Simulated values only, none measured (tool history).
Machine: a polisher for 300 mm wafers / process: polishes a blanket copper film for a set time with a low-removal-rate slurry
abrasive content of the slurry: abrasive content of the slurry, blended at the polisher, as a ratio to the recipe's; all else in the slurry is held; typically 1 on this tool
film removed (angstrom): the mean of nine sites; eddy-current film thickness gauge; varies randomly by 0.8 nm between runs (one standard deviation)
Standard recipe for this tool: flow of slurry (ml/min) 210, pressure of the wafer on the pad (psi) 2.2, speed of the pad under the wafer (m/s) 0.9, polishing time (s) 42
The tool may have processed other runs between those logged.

run,day,flow of slurry (ml/min),pressure of the wafer on the pad (psi),speed of the pad under the wafer (m/s),abrasive content of the slurry,polishing time (s),"incoming thickness of the incoming film, nm",film removed (angstrom)
1,0,210,2.2,0.9,1,42,889.7,925
2,1.412,210,2.2,0.9,1,42,923.5,895
# day 2.1: worn pad replaced by a new one
3,2.833,210,2.2,1,1,42,892.9,1068
4,3.888,210,2.2,1,1,42,905.3,1061
5,5.258,210,2.2,0.9,1,46,914.9,1059
6,5.771,210,2.2,0.9,1,46,910.1,1064
7,6.529,210,2.2,0.9,1,42,903.5,958
8,7.983,210,2.2,0.9,1,50,906.3,1099
9,8.492,210,2.2,0.9,1,50,911.9,1108
# day 9.3: worn pad replaced by a new one
10,9.871,210,2.2,0.9,1,50,908.9,1178
# day 10.804: slurry blender recalibrated
# day 11.812: head pressure recalibrated
11,14.104,210,2.2,0.9,1,42,911.7,942
12,15.579,210,2.2,0.9,1,31,904.3,687
13,16.262,260,2.2,0.9,1,54,903.6,1181
# day 16.592: worn pad replaced by a new one
14,17.496,210,2.7,0.9,1,42,917.1,1199
15,18.838,180,2.2,1.1,0.85,42,919.3,1105
# day 19.671: slurry nozzle cleaned
16,20.112,210,2.2,1.16,1,42,928,1216
17,20.758,280,2.2,0.9,1,42,905.8,989
18,21.983,210,2.2,0.9,1,42,912.4,941
# day 23.012: slurry blender recalibrated
19,23.171,210,2.2,0.9,1,42,918.6,920
20,24.25,170,2.2,0.9,1,42,918.9,882
# day 24.946: worn pad replaced by a new one
21,24.967,185,2.2,0.9,1,42,912.8,940
22,26.125,210,1.9,0.66,1,37,909.4,574
23,26.962,210,1.8,0.9,1,42,920.1,789
24,27.492,210,1.7,0.9,1.1,42,897.6,768
25,28.367,210,2.2,0.9,1,42,911.5,954
26,29.475,210,2.2,1.12,1,42,906.1,1140
27,30.104,210,2,0.9,0.8,42,924.3,828
28,31.354,210,2.2,0.9,0.75,42,915.3,878
29,32.804,190,1.8,0.9,1.1,42,915,742

What if the next run were any one of these 5? Each begins from the tool's condition after run 29:
A,32.821,210,2.2,0.9,1,42,901.6,?
B,32.821,285,1.6,0.9,1,42,901.6,?
C,32.821,235,2.2,0.9,1.1,42,901.6,?
D,32.821,150,2.2,0.9,1,36,901.6,?
E,32.821,210,2.2,1.04,1,42,901.6,?

run,film removed (angstrom)
A,895
B,675
C,923
D,725
E,1014
Had the tool no hidden state, the same runs would have come out as:
run,film removed (angstrom)
A,986
B,743
C,1017
D,798
E,1117

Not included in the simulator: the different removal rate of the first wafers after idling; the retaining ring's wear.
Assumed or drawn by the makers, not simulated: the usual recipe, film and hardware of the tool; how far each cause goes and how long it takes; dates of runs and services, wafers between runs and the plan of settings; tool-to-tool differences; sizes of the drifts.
